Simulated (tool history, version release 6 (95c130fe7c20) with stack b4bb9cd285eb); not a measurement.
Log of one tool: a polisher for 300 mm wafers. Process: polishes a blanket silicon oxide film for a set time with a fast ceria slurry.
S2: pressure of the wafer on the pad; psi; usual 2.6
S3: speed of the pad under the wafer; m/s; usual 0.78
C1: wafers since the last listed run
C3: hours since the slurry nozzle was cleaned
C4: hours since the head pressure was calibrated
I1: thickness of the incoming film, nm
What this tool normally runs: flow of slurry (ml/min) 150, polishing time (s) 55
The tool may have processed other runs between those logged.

run 1 day=0 | flow_of_slurry_(ml/min)=150 S2=2.6 S3=0.78 polishing_time_(s)=55 | C1=0 wafers_polished_on_this_pad=1169 C3=182.3 C4=621.9 | I1=2963.4 | film_removed_(nm)=581.9
run 2 day=0.321 | flow_of_slurry_(ml/min)=150 S2=2.6 S3=0.78 polishing_time_(s)=62 | C1=111 wafers_polished_on_this_pad=1281 C3=190 C4=629.6 | I1=2960.4 | film_removed_(nm)=655.5
-- day=1.379 worn pad replaced by a new one
run 3 day=1.917 | flow_of_slurry_(ml/min)=150 S2=2.6 S3=0.78 polishing_time_(s)=55 | C1=497 wafers_polished_on_this_pad=186 C3=228.3 C4=667.9 | I1=2948.9 | film_removed_(nm)=567.6
run 4 day=2.654 | flow_of_slurry_(ml/min)=150 S2=2.6 S3=0.78 polishing_time_(s)=63 | C1=256 wafers_polished_on_this_pad=443 C3=246 C4=685.6 | I1=2913.2 | film_removed_(nm)=675.3
run 5 day=3.267 | flow_of_slurry_(ml/min)=150 S2=2.6 S3=0.78 polishing_time_(s)=63 | C1=213 wafers_polished_on_this_pad=656 C3=260.7 C4=700.3 | I1=2941.4 | film_removed_(nm)=650.9
run 6 day=3.946 | flow_of_slurry_(ml/min)=150 S2=2.6 S3=0.78 polishing_time_(s)=63 | C1=236 wafers_polished_on_this_pad=893 C3=277 C4=716.6 | I1=2881.2 | film_removed_(nm)=634.8
run 7 day=4.346 | flow_of_slurry_(ml/min)=150 S2=2.6 S3=0.78 polishing_time_(s)=55 | C1=139 wafers_polished_on_this_pad=1032 C3=286.6 C4=726.2 | I1=2941.3 | film_removed_(nm)=578
-- day=5.179 worn pad replaced by a new one
run 8 day=5.2 | flow_of_slurry_(ml/min)=150 S2=2.6 S3=0.78 polishing_time_(s)=55 | C1=239 wafers_polished_on_this_pad=7 C3=307.1 C4=746.7 | I1=2929.3 | film_removed_(nm)=560.4
run 9 day=5.5 | flow_of_slurry_(ml/min)=150 S2=2.6 S3=0.78 polishing_time_(s)=55 | C1=104 wafers_polished_on_this_pad=111 C3=314.3 C4=753.9 | I1=2888.5 | film_removed_(nm)=583.3
run 10 day=6.058 | flow_of_slurry_(ml/min)=150 S2=3.2 S3=0.78 polishing_time_(s)=55 | C1=194 wafers_polished_on_this_pad=306 C3=327.7 C4=767.3 | I1=2949.9 | film_removed_(nm)=698.4
run 11 day=6.662 | flow_of_slurry_(ml/min)=150 S2=3.2 S3=0.78 polishing_time_(s)=55 | C1=210 wafers_polished_on_this_pad=516 C3=342.2 C4=781.8 | I1=2907.2 | film_removed_(nm)=709.2
run 12 day=7.121 | flow_of_slurry_(ml/min)=150 S2=2.9 S3=0.78 polishing_time_(s)=67 | C1=159 wafers_polished_on_this_pad=676 C3=353.2 C4=792.8 | I1=2955.1 | film_removed_(nm)=778.1
run 13 day=8.225 | flow_of_slurry_(ml/min)=115 S2=2.6 S3=0.78 polishing_time_(s)=67 | C1=384 wafers_polished_on_this_pad=1060 C3=379.7 C4=819.3 | I1=2914 | film_removed_(nm)=656
run 14 day=8.958 | flow_of_slurry_(ml/min)=115 S2=2.6 S3=0.78 polishing_time_(s)=67 | C1=255 wafers_polished_on_this_pad=1316 C3=397.3 C4=836.9 | I1=2905.9 | film_removed_(nm)=657.4
-- day=9.275 worn pad replaced by a new one
run 15 day=9.296 | flow_of_slurry_(ml/min)=115 S2=2.6 S3=0.78 polishing_time_(s)=67 | C1=59 wafers_polished_on_this_pad=7 C3=405.4 C4=845 | I1=2933.2 | film_removed_(nm)=642.5
-- day=9.421 slurry nozzle cleaned
run 16 day=9.917 | flow_of_slurry_(ml/min)=150 S2=2.6 S3=0.78 polishing_time_(s)=40 | C1=201 wafers_polished_on_this_pad=208 C3=11.9 C4=859.9 | I1=2962.3 | film_removed_(nm)=409.2
run 17 day=10.871 | flow_of_slurry_(ml/min)=150 S2=2.6 S3=0.78 polishing_time_(s)=40 | C1=332 wafers_polished_on_this_pad=541 C3=34.8 C4=882.8 | I1=2951.9 | film_removed_(nm)=408
run 18 day=11.408 | flow_of_slurry_(ml/min)=120 S2=2.4 S3=0.54 polishing_time_(s)=55 | C1=187 wafers_polished_on_this_pad=728 C3=47.7 C4=895.7 | I1=2879 | film_removed_(nm)=379.6
run 19 day=12.038 | flow_of_slurry_(ml/min)=150 S2=2.6 S3=0.78 polishing_time_(s)=55 | C1=219 wafers_polished_on_this_pad=947 C3=62.8 C4=910.8 | I1=2962.8 | film_removed_(nm)=563.3
run 20 day=12.575 | flow_of_slurry_(ml/min)=150 S2=3.4 S3=0.78 polishing_time_(s)=55 | C1=187 wafers_polished_on_this_pad=1134 C3=75.7 C4=923.7 | I1=2982.3 | film_removed_(nm)=737.4
run 21 day=12.917 | flow_of_slurry_(ml/min)=195 S2=2.2 S3=0.54 polishing_time_(s)=55 | C1=118 wafers_polished_on_this_pad=1253 C3=83.9 C4=931.9 | I1=2924.7 | film_removed_(nm)=389.5
run 22 day=13.567 | flow_of_slurry_(ml/min)=105 S2=2.6 S3=0.78 polishing_time_(s)=62 | C1=226 wafers_polished_on_this_pad=1479 C3=99.5 C4=947.5 | I1=2961.4 | film_removed_(nm)=584.7
-- day=14.125 worn pad replaced by a new one
run 23 day=14.179 | flow_of_slurry_(ml/min)=120 S2=2.6 S3=0.78 polishing_time_(s)=55 | C1=155 wafers_polished_on_this_pad=19 C3=114.2 C4=962.2 | I1=2961.5 | film_removed_(nm)=531.4
run 24 day=14.433 | flow_of_slurry_(ml/min)=150 S2=2.6 S3=0.78 polishing_time_(s)=55 | C1=88 wafers_polished_on_this_pad=107 C3=120.3 C4=968.3 | I1=2916.2 | film_removed_(nm)=550.4
run 25 day=14.829 | flow_of_slurry_(ml/min)=150 S2=2.6 S3=0.78 polishing_time_(s)=55 | C1=137 wafers_polished_on_this_pad=245 C3=129.8 C4=977.8 | I1=2935.3 | film_removed_(nm)=568.9
run 26 day=15.317 | flow_of_slurry_(ml/min)=150 S2=2.6 S3=0.78 polishing_time_(s)=55 | C1=169 wafers_polished_on_this_pad=415 C3=141.5 C4=989.5 | I1=2961.8 | film_removed_(nm)=564.8
-- day=15.567 head pressure recalibrated
run 27 day=15.65 | flow_of_slurry_(ml/min)=120 S2=2.4 S3=0.54 polishing_time_(s)=55 | C1=87 wafers_polished_on_this_pad=502 C3=149.5 C4=2 | I1=2875.6 | film_removed_(nm)=458.8
run 28 day=16.296 | flow_of_slurry_(ml/min)=150 S2=2.6 S3=0.56 polishing_time_(s)=55 | C1=224 wafers_polished_on_this_pad=727 C3=165 C4=17.5 | I1=2903.7 | film_removed_(nm)=526
run 29 day=16.554 | flow_of_slurry_(ml/min)=195 S2=1.7 S3=0.56 polishing_time_(s)=39 | C1=89 wafers_polished_on_this_pad=817 C3=171.2 C4=23.7 | I1=2898.8 | film_removed_(nm)=255.2
run 30 day=17.188 | flow_of_slurry_(ml/min)=150 S2=2.6 S3=0.64 polishing_time_(s)=55 | C1=220 wafers_polished_on_this_pad=1038 C3=186.4 C4=38.9 | I1=2936.4 | film_removed_(nm)=566
run 31 day=17.621 | flow_of_slurry_(ml/min)=130 S2=2.6 S3=0.78 polishing_time_(s)=68 | C1=150 wafers_polished_on_this_pad=1189 C3=196.8 C4=49.3 | I1=2914.3 | film_removed_(nm)=777.9
run 32 day=18.079 | flow_of_slurry_(ml/min)=105 S2=2.6 S3=0.86 polishing_time_(s)=55 | C1=159 wafers_polished_on_this_pad=1348 C3=207.8 C4=60.3 | I1=2888.8 | film_removed_(nm)=643.8
-- day=18.638 worn pad replaced by a new one
run 33 day=18.804 | flow_of_slurry_(ml/min)=135 S2=2.6 S3=0.78 polishing_time_(s)=55 | C1=194 wafers_polished_on_this_pad=57 C3=225.2 C4=77.7 | I1=2965.5 | film_removed_(nm)=631.1
run 34 day=19.462 | flow_of_slurry_(ml/min)=150 S2=2.6 S3=0.78 polishing_time_(s)=55 | C1=229 wafers_polished_on_this_pad=287 C3=241 C4=93.5 | I1=2960.3 | film_removed_(nm)=642.2
run 35 day=19.979 | flow_of_slurry_(ml/min)=150 S2=2.6 S3=0.68 polishing_time_(s)=55 | C1=179 wafers_polished_on_this_pad=467 C3=253.4 C4=105.9 | I1=2938.2 | film_removed_(nm)=591
run 36 day=20.7 | flow_of_slurry_(ml/min)=150 S2=2.6 S3=0.78 polishing_time_(s)=49 | C1=251 wafers_polished_on_this_pad=718 C3=270.7 C4=123.2 | I1=2936.7 | film_removed_(nm)=556.6

Subtracting, for every run, the result it would have given without the tool's unlogged condition from the measured result gives the following. The same run-to-run variation enters both numbers; the gauge's scatter may not:
Hidden state at play: removal rate lost through wear of the pad, %; slurry flow missing at the pad, %; deviation of the head's pressure from its setpoint, %.
run=1 film_removed_(nm)=-81.4
run=2 film_removed_(nm)=-92
run=3 film_removed_(nm)=-81.2
run=4 film_removed_(nm)=-97.4
run=5 film_removed_(nm)=-94.5
run=6 film_removed_(nm)=-92.8
run=7 film_removed_(nm)=-84.8
run=8 film_removed_(nm)=-82.8
run=9 film_removed_(nm)=-86.3
run=10 film_removed_(nm)=-103.8
run=11 film_removed_(nm)=-106
run=12 film_removed_(nm)=-116.6
run=13 film_removed_(nm)=-99.1
run=14 film_removed_(nm)=-99.7
run=15 film_removed_(nm)=-97.7
run=16 film_removed_(nm)=-62.4
run=17 film_removed_(nm)=-62.6
run=18 film_removed_(nm)=-58.4
run=19 film_removed_(nm)=-86.9
run=20 film_removed_(nm)=-114.1
run=21 film_removed_(nm)=-60.4
run=22 film_removed_(nm)=-90.8
run=23 film_removed_(nm)=-82.8
run=24 film_removed_(nm)=-85.8
run=25 film_removed_(nm)=-88.8
run=26 film_removed_(nm)=-88.4
run=27 film_removed_(nm)=+4.7
run=28 film_removed_(nm)=+2.3
run=29 film_removed_(nm)=+0.6
run=30 film_removed_(nm)=-1.8
run=31 film_removed_(nm)=-5.2
run=32 film_removed_(nm)=-6.7
run=33 film_removed_(nm)=-10.1
run=34 film_removed_(nm)=-13.4
run=35 film_removed_(nm)=-14.6
run=36 film_removed_(nm)=-16.5
